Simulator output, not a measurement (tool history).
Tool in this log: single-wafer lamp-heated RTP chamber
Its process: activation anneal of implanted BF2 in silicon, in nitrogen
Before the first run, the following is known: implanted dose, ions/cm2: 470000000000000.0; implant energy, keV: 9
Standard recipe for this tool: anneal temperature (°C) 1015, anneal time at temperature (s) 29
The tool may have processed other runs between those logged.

run   hour  anneal temperature (°C)  anneal time at temperature (s)  wafers since the last listed run  wafers since the last pyrometer calibration  wafers since the reflector plate was cleaned  hours since the gauge calibration  read-back reference wafer on the same gauge, sheet resistance  sheet resistance of the implanted and annealed layer (ohm/square)
  1    0.0                     1015                              29                                 0                                         3419                                         10326                              491.0                                                         355.83                                                             323.63
  2   16.9                     1015                              29                               208                                         3627                                         10534                              507.9                                                         356.09                                                             324.34
  3   90.9                     1015                              29                               912                                         4539                                         11446                              581.9                                                         356.25                                                             321.84
  4  107.3                     1000                              29                               202                                         4741                                         11648                              598.3                                                         355.78                                                             344.56
  5  130.9                     1000                              29                               290                                         5032                                         11939                              621.9                                                         356.07                                                             342.02
  6  159.6                     1015                              29                               353                                         5386                                         12293                              650.6                                                         355.69                                                             321.30
  7  174.5                     1015                              20                               183                                         5570                                         12477                              665.5                                                         356.00                                                             332.70
  8  200.4                     1015                              20                               319                                         5889                                         12796                              691.4                                                         356.05                                                             333.53
  9  222.4                     1015                              29                               271                                         6160                                         13067                              713.4                                                         356.26                                                             318.20
     250.9  -- pyrometer window cleaned and pyrometer calibrated
     255.2  -- reflector plate cleaned
 10  255.7                     1015                              29                               258                                            6                                             6                              746.7                                                         355.85                                                             347.02
 11  266.9                     1015                              29                               138                                          144                                           144                              757.9                                                         356.08                                                             346.47
     294.7  -- gauge calibrated
 12  298.2                     1015                              29                               385                                          530                                           530                                3.5                                                         356.15                                                             343.23
 13  321.3                     1030                              29                               284                                          814                                           814                               26.6                                                         355.67                                                             320.97
 14  336.1                     1015                              29                               182                                          997                                           997                               41.4                                                         355.95                                                             343.38
 15  357.8                     1015                              29                               267                                         1264                                          1264                               63.1                                                         356.18                                                             342.81
 16  371.0                     1036                              46                               162                                         1427                                          1427                               76.3                                                         355.92                                                             295.19
 17  402.3                     1015                              29                               385                                         1813                                          1813                              107.6                                                         356.33                                                             337.47
 18  429.9                     1015                              29                               340                                         2153                                          2153                              135.2                                                         355.87                                                             338.62
 19  445.3                      998                              44                               189                                         2343                                          2343                              150.6                                                         356.52                                                             342.87
 20  464.7                     1015                              38                               239                                         2582                                          2582                              170.0                                                         356.47                                                             326.83
 21  480.3                     1043                              29                               192                                         2774                                          2774                              185.6                                                         356.11                                                             299.43
 22  498.1                      986                              43                               219                                         2994                                          2994                              203.4                                                         356.20                                                             353.60
 23  532.5                     1015                              29                               424                                         3418                                          3418                              237.8                                                         356.11                                                             332.68
 24  548.9                     1040                              17                               202                                         3620                                          3620                              254.2                                                         356.12                                                             321.92
 25  580.3                      986                              24                               387                                         4007                                          4007                              285.6                                                         356.13                                                             372.41
 26  597.8                      989                              13                               215                                         4223                                          4223                              303.1                                                         355.89                                                             389.37
 27  611.2                     1015                              29                               165                                         4388                                          4388                              316.5                                                         356.39                                                             333.37
 28  643.2                      987                              38                               394                                         4782                                          4782                              348.5                                                         355.99                                                             354.74

Forecast each of these 3 alternatives for the next run:
  A  643.6                     1015                              29                                 4                                         4787                                          4787                              348.9                                                              ?                                                                  ?
  B  643.6                     1023                              41                                 4                                         4787                                          4787                              348.9                                                              ?                                                                  ?
  C  643.6                     1044                              44                                 4                                         4787                                          4787                              348.9                                                              ?                                                                  ?

run  read-back reference wafer on the same gauge, sheet resistance  sheet resistance of the implanted and annealed layer (ohm/square)
  A                                                         355.91                                                             333.10
  B                                                         355.91                                                             308.89
  C                                                         355.91                                                             286.05
The same runs, with their run-to-run variation unchanged, on a tool lacking any hidden condition would have given:
run  sheet resistance of the implanted and annealed layer (ohm/square)
  A                                                             349.53
  B                                                             327.93
  C                                                             296.21
